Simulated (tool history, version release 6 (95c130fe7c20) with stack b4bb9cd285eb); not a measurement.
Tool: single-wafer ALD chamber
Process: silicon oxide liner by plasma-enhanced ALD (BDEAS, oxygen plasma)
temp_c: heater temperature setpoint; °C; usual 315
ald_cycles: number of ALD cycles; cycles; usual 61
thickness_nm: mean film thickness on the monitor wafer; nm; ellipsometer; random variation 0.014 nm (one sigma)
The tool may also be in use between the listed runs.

run,hour,temp_c,ald_cycles,"read-back reference wafer on the same gauge, thickness_nm",thickness_nm
1,0,321,68,4.989,5.985
2,7.2,321,68,4.99,6.007
3,19.9,321,68,4.988,5.992
4,29.2,324,61,4.984,5.346
5,39.6,324,61,4.984,5.347
6,54.7,315,61,4.973,5.397
7,69.2,318,69,4.97,6.092
8,75.2,318,69,4.973,6.069
9,87.4,318,69,4.965,6.093
10,97.7,315,61,4.963,5.404
11,125.2,315,61,4.957,5.395
12,137,315,61,4.956,5.375
13,151.5,315,61,4.951,5.398
14,163.4,315,61,4.955,5.397
15,172.8,315,61,4.958,5.395
16,183.2,315,61,4.952,5.375
17,198.3,315,61,4.952,5.391
18,204.4,306,61,4.951,5.483
19,220.8,306,61,4.954,5.476
20,238.2,306,61,4.953,5.478
21,251.2,315,61,4.948,5.388
22,267.5,315,61,4.955,5.349
23,273.9,320,67,4.946,5.836
24,286,315,55,4.944,4.847
# hour 290.5: gauge calibrated
25,302.3,303,57,4.998,5.188
26,308.8,315,61,4.998,5.453
27,317.5,300,61,4.999,5.593
28,326.1,320,68,4.99,5.985
29,339.7,310,57,4.983,5.107
30,371.4,310,61,4.971,5.465
# hour 387.2: thermocouple changed; heater temperature recalibrated
31,398.4,319,61,4.967,5.385
32,416.1,324,61,4.969,5.338
33,432,315,61,4.959,5.387
34,444.3,306,50,4.962,4.485
35,459.6,327,72,4.961,6.233
36,472.1,325,65,4.954,5.671
37,489.5,315,54,4.956,4.777
38,501.5,324,67,4.949,5.838
39,510.3,306,51,4.956,4.561
40,522,319,51,4.953,4.465
41,539.6,327,67,4.951,5.783

The tool's hidden state at each run:
wafer temperature above the value expected at the setpoint (K): 0 in every run
H1: gauge reads high (%)
run,H1
1,-0.084
2,-0.149
3,-0.254
4,-0.324
5,-0.396
6,-0.489
7,-0.567
8,-0.596
9,-0.652
10,-0.694
11,-0.79
12,-0.824
13,-0.862
14,-0.889
15,-0.909
16,-0.929
17,-0.955
18,-0.964
19,-0.987
20,-1.01
21,-1.02
22,-1.04
23,-1.04
24,-1.05
25,-0.0106
26,-0.07
27,-0.144
28,-0.212
29,-0.31
30,-0.496
31,-0.618
32,-0.684
33,-0.735
34,-0.769
35,-0.807
36,-0.835
37,-0.868
38,-0.889
39,-0.902
40,-0.919
41,-0.94
